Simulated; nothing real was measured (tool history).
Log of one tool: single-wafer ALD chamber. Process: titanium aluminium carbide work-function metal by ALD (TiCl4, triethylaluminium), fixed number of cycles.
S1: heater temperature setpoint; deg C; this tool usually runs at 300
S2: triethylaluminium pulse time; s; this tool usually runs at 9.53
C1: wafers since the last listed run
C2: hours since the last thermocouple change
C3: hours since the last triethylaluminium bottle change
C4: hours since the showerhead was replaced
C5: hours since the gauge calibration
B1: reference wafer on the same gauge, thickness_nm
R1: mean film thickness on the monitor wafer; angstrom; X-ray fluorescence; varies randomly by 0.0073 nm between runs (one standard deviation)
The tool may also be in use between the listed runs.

{"run": 1, "hour": 0.0, "S1": 296, "S2": 9.53, "C1": 0, "C2": 2346, "C3": 1587.3, "C4": 4978.8, "C5": 220.4, "B1": 1.72, "R1": 17.51}
{"run": 2, "hour": 40.7, "S1": 296, "S2": 9.53, "C1": 440, "C2": 2386.7, "C3": 1628, "C4": 5019.5, "C5": 261.1, "B1": 1.72, "R1": 17.4}
{"run": 3, "hour": 69.6, "S1": 296, "S2": 9.53, "C1": 312, "C2": 2415.6, "C3": 1656.9, "C4": 5048.4, "C5": 290, "B1": 1.721, "R1": 17.53}
{"run": 4, "hour": 129.4, "S1": 304, "S2": 6.64, "C1": 646, "C2": 2475.4, "C3": 1716.7, "C4": 5108.2, "C5": 349.8, "B1": 1.721, "R1": 15.98}
{"run": 5, "hour": 188.5, "S1": 300, "S2": 7.46, "C1": 639, "C2": 2534.5, "C3": 1775.8, "C4": 5167.3, "C5": 408.9, "B1": 1.722, "R1": 16.58}
{"run": 6, "hour": 215.1, "S1": 300, "S2": 7.46, "C1": 287, "C2": 2561.1, "C3": 1802.4, "C4": 5193.9, "C5": 435.5, "B1": 1.72, "R1": 16.67}
{"run": 7, "hour": 276.3, "S1": 300, "S2": 7.46, "C1": 662, "C2": 2622.3, "C3": 1863.6, "C4": 5255.1, "C5": 496.7, "B1": 1.719, "R1": 16.6}
{"run": 8, "hour": 313.3, "S1": 300, "S2": 9.53, "C1": 400, "C2": 2659.3, "C3": 1900.6, "C4": 5292.1, "C5": 533.7, "B1": 1.72, "R1": 17.93}
{"run": 9, "hour": 354.9, "S1": 300, "S2": 9.53, "C1": 450, "C2": 2700.9, "C3": 1942.2, "C4": 5333.7, "C5": 575.3, "B1": 1.721, "R1": 17.83}
{"run": 10, "hour": 409.4, "S1": 300, "S2": 9.53, "C1": 589, "C2": 2755.4, "C3": 1996.7, "C4": 5388.2, "C5": 629.8, "B1": 1.72, "R1": 17.65}
{"run": 11, "hour": 458.7, "S1": 300, "S2": 9.53, "C1": 533, "C2": 2804.7, "C3": 2046, "C4": 5437.5, "C5": 679.1, "B1": 1.72, "R1": 17.93}
{"run": 12, "hour": 509.2, "S1": 300, "S2": 9.53, "C1": 546, "C2": 2855.2, "C3": 2096.5, "C4": 5488, "C5": 729.6, "B1": 1.72, "R1": 17.82}

What does the tool deliver on the next run?
{"hour": 524.4, "done": "thermocouple changed; heater temperature recalibrated"}
{"run": 13, "hour": 555.5, "S1": 300, "S2": 9.53, "C1": 414, "C2": 31.1, "C3": 2142.8, "C4": 5534.3, "C5": 775.9, "B1": "?", "R1": "?"}

For run 13 the tool returned B1 1.721, R1 17.84 angstrom.
The same run, on a tool lacking any hidden state, would have yielded R1 17.84 angstrom.
